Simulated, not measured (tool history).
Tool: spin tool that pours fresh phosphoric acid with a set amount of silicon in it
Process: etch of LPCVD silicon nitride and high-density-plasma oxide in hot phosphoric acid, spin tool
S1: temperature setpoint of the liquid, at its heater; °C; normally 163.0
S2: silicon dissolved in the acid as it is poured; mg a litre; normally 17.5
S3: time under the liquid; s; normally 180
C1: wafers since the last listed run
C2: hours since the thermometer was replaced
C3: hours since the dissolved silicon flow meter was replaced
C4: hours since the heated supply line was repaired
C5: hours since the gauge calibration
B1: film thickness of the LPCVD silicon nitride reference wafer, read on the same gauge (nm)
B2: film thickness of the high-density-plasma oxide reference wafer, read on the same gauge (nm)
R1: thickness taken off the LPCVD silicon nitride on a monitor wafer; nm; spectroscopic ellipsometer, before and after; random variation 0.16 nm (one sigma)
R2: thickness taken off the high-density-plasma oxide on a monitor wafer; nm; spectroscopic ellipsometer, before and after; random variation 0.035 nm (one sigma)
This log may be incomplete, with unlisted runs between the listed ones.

run,hour,S1,S2,S3,C1,C2,C3,C4,C5,B1,B2,R1,R2
1,0.0,162.5,17.5,140,0,353.0,1139.7,128.7,1548.0,129.99,130.014,14.19,0.406
2,61.7,162.5,17.5,140,546,414.7,1201.4,190.4,1609.7,129.99,129.999,14.25,0.403
3,106.1,163.0,17.5,80,393,459.1,1245.8,234.8,1654.1,130.02,130.009,8.16,0.210
4,157.4,163.0,17.5,180,454,510.4,1297.1,286.1,1705.4,130.04,129.972,18.60,0.500
5,212.1,165.5,30.0,95,484,565.1,1351.8,340.8,1760.1,129.99,129.998,10.55,0.211
6,253.8,163.0,17.5,180,369,606.8,1393.5,382.5,1801.8,129.95,129.978,18.37,0.454
7,332.6,162.5,17.5,140,698,685.6,1472.3,461.3,1880.6,129.97,130.016,13.88,0.384
8,397.8,163.0,22.5,180,577,750.8,1537.5,526.5,1945.8,130.02,130.004,18.14,0.365
9,451.7,164.0,17.5,180,477,804.7,1591.4,580.4,1999.7,129.99,130.005,18.66,0.474
# hour 511.3: dissolved silicon flow meter replaced
10,546.8,160.5,26.0,135,833,899.8,35.5,675.5,2094.8,129.98,129.974,12.53,0.211
11,585.5,165.5,22.0,270,342,938.5,74.2,714.2,2133.5,130.02,129.976,28.96,0.740
# hour 667.5: gauge calibrated
12,672.4,163.0,17.5,145,769,1025.4,161.1,801.1,4.9,129.98,130.026,14.54,0.362
13,767.0,163.0,17.5,180,837,1120.0,255.7,895.7,99.5,130.00,130.012,17.59,0.401
14,827.2,163.0,10.0,220,533,1180.2,315.9,955.9,159.7,129.98,129.989,21.42,0.655
15,933.3,163.0,5.0,180,939,1286.3,422.0,1062.0,265.8,129.99,130.048,17.42,0.639
16,976.9,163.0,5.0,180,386,1329.9,465.6,1105.6,309.4,130.04,130.023,17.54,0.682
17,1047.9,164.5,10.5,75,628,1400.9,536.6,1176.6,380.4,129.98,129.984,7.58,0.245
18,1136.8,163.0,28.0,180,787,1489.8,625.5,1265.5,469.3,129.99,129.987,17.62,0.287
19,1240.9,161.0,24.0,180,922,1593.9,729.6,1369.6,573.4,130.01,129.987,16.13,0.267
20,1313.9,165.5,7.0,280,646,1666.9,802.6,1442.6,646.4,129.99,130.014,28.96,0.971
21,1367.7,163.0,26.5,180,476,1720.7,856.4,1496.4,700.2,129.97,129.998,17.09,0.336

4 options for the next run, each taken on its own from the tool as it stands now. Forecast them:
A,1368.2,163.0,31.0,180,4,1721.2,856.9,1496.9,700.7,?,?,?,?
B,1368.2,161.5,28.0,180,4,1721.2,856.9,1496.9,700.7,?,?,?,?
C,1368.2,162.0,29.0,125,4,1721.2,856.9,1496.9,700.7,?,?,?,?
D,1368.2,164.5,17.5,100,4,1721.2,856.9,1496.9,700.7,?,?,?,?

run,B1,B2,R1,R2
A,129.94,130.013,17.16,0.276
B,129.94,130.013,16.32,0.277
C,129.94,130.013,11.52,0.193
D,129.94,130.013,10.03,0.267
Without the tool's unlogged condition, the same runs would have read:
run,R1,R2
A,18.95,0.343
B,18.03,0.346
C,12.73,0.240
D,11.06,0.332

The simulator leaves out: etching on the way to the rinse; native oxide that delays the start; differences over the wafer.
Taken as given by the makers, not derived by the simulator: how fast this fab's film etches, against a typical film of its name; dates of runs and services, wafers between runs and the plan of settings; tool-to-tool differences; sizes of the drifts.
